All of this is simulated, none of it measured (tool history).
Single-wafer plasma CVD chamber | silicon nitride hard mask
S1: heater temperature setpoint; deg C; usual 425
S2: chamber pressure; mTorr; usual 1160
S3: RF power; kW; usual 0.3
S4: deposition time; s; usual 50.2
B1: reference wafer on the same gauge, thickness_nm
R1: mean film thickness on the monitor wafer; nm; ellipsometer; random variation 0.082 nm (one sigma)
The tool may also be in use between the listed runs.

run,day,S1,S2,S3,S4,B1,R1
1,0,425,1160,0.3,50.2,50.98,54.178
# day 0.729: RF generator calibrated
2,0.75,425,1160,0.3,50.2,50.97,54.15
3,1.192,425,1160,0.3,50.2,50.965,54.275
4,1.712,425,1160,0.3,50.2,51.039,54.233
5,2.183,417,1160,0.3,50.2,51.002,54.554
6,2.875,417,1160,0.3,50.2,51.016,54.428
# day 3.254: showerhead replaced
7,3.308,417,1160,0.3,50.2,51.027,54.439
# day 3.738: thermocouple changed; heater temperature recalibrated
8,3.767,425,980,0.3,45.6,51.031,47.573
9,4.379,432,1340,0.3,54.9,51.031,60.935
10,4.758,425,1160,0.3,45.6,50.982,49.147
# day 5.088: gauge calibrated
11,5.262,417,1160,0.3,50.2,51.024,54.542
12,5.912,415,1160,0.265,50.2,51.008,51.811
13,6.575,425,1160,0.3,50.2,51.023,54.384
# day 7.029: capacitance manometer re-zeroed and calibrated
14,7.05,425,1160,0.3,50.2,51.009,54.814
15,7.408,425,1160,0.35,50.2,50.963,58.641
16,7.8,431,1160,0.3,50.2,50.943,54.536
17,8.171,425,1070,0.325,50.2,50.992,55.949
18,8.658,425,1160,0.3,50.2,50.98,54.756
19,9.138,414,1160,0.3,55,51.008,60.197
20,9.446,412,1160,0.34,50.2,51.034,58.325
21,9.696,431,1160,0.345,50.2,50.996,58.231
# day 10.05: capacitance manometer re-zeroed and calibrated, repeated, since the last time left the tool worse
22,10.071,425,1330,0.245,52.9,50.993,53.126
23,10.525,433,900,0.3,46.9,50.995,47.386
24,11.038,425,1040,0.265,55.3,51.016,54.623
25,11.55,425,1450,0.345,50.2,50.983,59.845
26,12.058,425,1160,0.3,50.2,51.008,53.594
27,12.796,413,1160,0.3,50.2,50.996,53.986
28,13.504,430,1160,0.265,56.2,50.971,56.741

Forecast each of these 5 alternatives for the next run:
A,13.521,425,1160,0.3,50.2,?,?
B,13.521,436,960,0.32,60,?,?
C,13.521,436,1160,0.3,45.3,?,?
D,13.521,425,1160,0.26,50.2,?,?
E,13.521,435,1300,0.285,46.8,?,?

run,B1,R1
A,51.026,53.689
B,51.026,63.119
C,51.026,48.186
D,51.026,50.408
E,51.026,49.811
Without the tool's hidden state the same runs would have given:
run,R1
A,53.722
B,63.161
C,48.215
D,50.439
E,49.841

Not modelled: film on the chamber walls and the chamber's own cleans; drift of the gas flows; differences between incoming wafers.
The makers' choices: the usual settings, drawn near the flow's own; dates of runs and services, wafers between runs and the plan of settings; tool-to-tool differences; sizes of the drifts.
